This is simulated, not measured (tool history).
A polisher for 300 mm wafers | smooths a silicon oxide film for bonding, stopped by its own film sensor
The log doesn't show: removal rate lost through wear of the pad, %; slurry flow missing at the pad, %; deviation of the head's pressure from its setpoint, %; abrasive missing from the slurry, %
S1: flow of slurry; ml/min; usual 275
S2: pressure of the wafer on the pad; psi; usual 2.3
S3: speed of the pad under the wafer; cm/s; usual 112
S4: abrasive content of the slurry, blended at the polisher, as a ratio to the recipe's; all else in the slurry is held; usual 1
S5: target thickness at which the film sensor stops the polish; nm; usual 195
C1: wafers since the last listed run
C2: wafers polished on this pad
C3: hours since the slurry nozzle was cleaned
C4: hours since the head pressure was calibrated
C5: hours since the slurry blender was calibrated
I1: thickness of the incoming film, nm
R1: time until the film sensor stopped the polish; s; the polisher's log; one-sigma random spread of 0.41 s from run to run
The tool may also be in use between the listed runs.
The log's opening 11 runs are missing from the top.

| run | hour | S1 | S2 | S3 | S4 | S5 | C1 | C2 | C3 | C4 | C5 | I1 | R1 |
|---|---|---|---|---|---|---|---|---|---|---|---|---|---|
| 12 | 305.1 | 240 | 2.3 | 112 | 1 | 195 | 155 | 1783 | 148.5 | 705.6 | 73.1 | 228.1 | 35.7 |
|  | 309.6 | worn pad replaced by a new one |
| 13 | 327.5 | 275 | 3 | 112 | 1.2 | 184 | 139 | 135 | 170.9 | 728 | 95.5 | 225.4 | 32 |
| 14 | 354.7 | 210 | 2 | 84 | 1.25 | 195 | 205 | 340 | 198.1 | 755.2 | 122.7 | 230 | 52 |
| 15 | 367.2 | 275 | 1.7 | 112 | 0.8 | 185 | 94 | 435 | 210.6 | 767.7 | 135.2 | 229.4 | 68 |
| 16 | 384.5 | 275 | 2 | 80 | 0.7 | 190 | 130 | 566 | 227.9 | 785 | 152.5 | 226.3 | 63.9 |
| 17 | 408.2 | 275 | 2.3 | 100 | 1 | 188 | 179 | 745 | 251.6 | 808.7 | 176.2 | 231.1 | 49.8 |
| 18 | 431.8 | 275 | 1.9 | 98 | 1 | 195 | 178 | 924 | 275.2 | 832.3 | 199.8 | 227.1 | 45.5 |
|  | 458.7 | head pressure recalibrated |
| 19 | 467.8 | 275 | 2.3 | 112 | 1 | 195 | 257 | 1181 | 311.2 | 9.1 | 235.8 | 231.4 | 37.6 |
| 20 | 485.6 | 305 | 2.1 | 112 | 1 | 195 | 134 | 1315 | 329 | 26.9 | 253.6 | 226 | 35.9 |
|  | 508.2 | worn pad replaced by a new one |
| 21 | 511.7 | 275 | 2.3 | 112 | 0.9 | 195 | 167 | 26 | 355.1 | 53 | 279.7 | 232.4 | 41.6 |
| 22 | 537.1 | 330 | 2.3 | 112 | 1 | 195 | 192 | 218 | 380.5 | 78.4 | 305.1 | 230.3 | 37.1 |
| 23 | 564.4 | 275 | 2.3 | 112 | 1 | 195 | 206 | 424 | 407.8 | 105.7 | 332.4 | 227.5 | 33.9 |
|  | 601.2 | slurry blender recalibrated |
| 24 | 644.7 | 275 | 2.3 | 112 | 1 | 195 | 592 | 1017 | 488.1 | 186 | 43.5 | 229.3 | 36.2 |
| 25 | 678 | 275 | 2.3 | 112 | 1 | 195 | 251 | 1269 | 521.4 | 219.3 | 76.8 | 229.7 | 36.7 |
| 26 | 702.9 | 305 | 1.8 | 112 | 0.75 | 188 | 188 | 1457 | 546.3 | 244.2 | 101.7 | 226.8 | 56.4 |
| 27 | 737.9 | 275 | 2.3 | 112 | 1.15 | 195 | 264 | 1722 | 581.3 | 279.2 | 136.7 | 229.1 | 34.5 |
|  | 745.3 | worn pad replaced by a new one |
| 28 | 756.1 | 330 | 2.3 | 112 | 1 | 195 | 107 | 81 | 599.5 | 297.4 | 154.9 | 231.4 | 38.3 |
| 29 | 780.7 | 275 | 2.3 | 74 | 1 | 195 | 186 | 267 | 624.1 | 322 | 179.5 | 230.7 | 52.3 |
| 30 | 810.6 | 275 | 3 | 112 | 1 | 188 | 226 | 494 | 654 | 351.9 | 209.4 | 230.1 | 34.7 |

Predict each of these 4 candidate next runs independently; none follows another, all start after run 30:
| A | 811 | 275 | 2.5 | 112 | 1 | 195 | 3 | 497 | 654.4 | 352.3 | 209.8 | 228.4 | ? |
| B | 811 | 275 | 1.7 | 92 | 1 | 189 | 3 | 497 | 654.4 | 352.3 | 209.8 | 228.4 | ? |
| C | 811 | 230 | 2.8 | 88 | 1 | 195 | 3 | 497 | 654.4 | 352.3 | 209.8 | 228.4 | ? |
| D | 811 | 340 | 2.3 | 134 | 1 | 195 | 3 | 497 | 654.4 | 352.3 | 209.8 | 228.4 | ? |

| run | R1 |
|---|---|
| A | 32.5 |
| B | 65.9 |
| C | 35.9 |
| D | 30 |
The same runs, with their run-to-run variation unchanged, on a tool lacking any hidden condition would have given:
| run | R1 |
|---|---|
| A | 32.5 |
| B | 65.9 |
| C | 35.9 |
| D | 30 |
